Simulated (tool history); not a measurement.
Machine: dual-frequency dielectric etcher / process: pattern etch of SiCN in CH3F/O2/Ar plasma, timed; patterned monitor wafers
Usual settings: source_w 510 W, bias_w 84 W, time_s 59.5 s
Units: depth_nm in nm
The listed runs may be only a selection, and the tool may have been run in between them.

run,hour,source_w,bias_w,time_s,"read-back reference wafer on the same gauge, depth_nm",depth_nm
1,0,510,94,59.5,25.19,27.12
# hour 15.4: gauge calibrated
2,15.7,510,94,59.5,25.21,27.3
3,26.6,510,94,59.5,25.17,27.03
4,44,510,84,59.5,25.15,25.4
5,60.4,510,84,59.5,25.14,25.44
6,73.9,510,78,59.5,25.18,24.36
# hour 106.9: wet clean of the chamber
7,107.4,510,78,59.5,25.14,25.96
8,107.8,510,84,59.5,25.21,26.89
9,115,510,84,59.5,25.18,27.01
# hour 143.3: upper electrode replaced, of another model than before
10,143.8,510,84,59.5,25.24,26.97
11,144.2,510,84,64.5,25.21,29.16
12,145.4,390,84,59.5,25.18,23.1

For run 13, what comes out?
13,153.2,380,84,59.5,?,?

{"run 13": {"read-back reference wafer on the same gauge, depth_nm": 25.2, "depth_nm": 22.79}}
If the tool had no hidden condition, the same run with the same run-to-run variation would have returned depth_nm 22.89 nm.
